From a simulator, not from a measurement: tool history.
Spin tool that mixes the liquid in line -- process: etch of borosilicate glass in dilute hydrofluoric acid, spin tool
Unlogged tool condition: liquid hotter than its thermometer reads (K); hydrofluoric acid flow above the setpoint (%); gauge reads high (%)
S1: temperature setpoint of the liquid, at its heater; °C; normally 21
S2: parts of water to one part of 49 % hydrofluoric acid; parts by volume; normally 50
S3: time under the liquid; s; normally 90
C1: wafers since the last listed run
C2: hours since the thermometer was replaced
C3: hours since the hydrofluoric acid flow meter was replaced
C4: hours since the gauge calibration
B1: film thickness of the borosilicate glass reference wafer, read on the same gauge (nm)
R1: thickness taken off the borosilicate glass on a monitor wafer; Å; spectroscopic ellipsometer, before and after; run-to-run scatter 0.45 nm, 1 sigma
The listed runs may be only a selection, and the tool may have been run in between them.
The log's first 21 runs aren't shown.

run,hour,S1,S2,S3,C1,C2,C3,C4,B1,R1
22,1765,21,50,90,730,591.1,125.5,1649.1,30.01,579.5
23,1811.6,19,35,90,454,637.7,172.1,1695.7,30,790.6
24,1898.8,21,50,90,850,724.9,259.3,1782.9,30.01,581.6
25,1993.5,21,30,90,923,819.6,354,1877.6,29.98,1023
26,2075.5,24.5,50,90,799,901.6,436,1959.6,29.99,686.9
27,2163.1,21,50,75,854,989.2,523.6,2047.2,30.01,499.5
28,2207.2,25.5,40,135,430,1033.3,567.7,2091.3,30.04,1388.3
29,2248.2,21,60,90,399,1074.3,608.7,2132.3,29.99,490.6
30,2287.7,21,50,90,385,1113.8,648.2,2171.8,29.95,607.7
31,2387.4,22.5,50,135,972,1213.5,747.9,2271.5,30.02,987.5
32,2461.3,25.5,25,65,720,1287.4,821.8,2345.4,29.98,1124.4
# hour 2506.2: hydrofluoric acid flow meter replaced
# hour 2508.2: thermometer replaced
33,2551.3,25.5,50,90,858,43.1,45.1,2435.4,30.01,690.2

Forecast each of these 4 alternatives for the next run:
A,2551.7,21,50,90,3,43.5,45.5,2435.8,?,?
B,2551.7,17,50,90,3,43.5,45.5,2435.8,?,?
C,2551.7,17,55,135,3,43.5,45.5,2435.8,?,?
D,2551.7,25.5,50,140,3,43.5,45.5,2435.8,?,?

run,B1,R1
A,29.99,570
B,29.99,480.3
C,29.99,651.3
D,29.99,1068.1
Had the tool no hidden state, the same runs would have come out as:
run,R1
A,563.5
B,474.8
C,643.9
D,1056
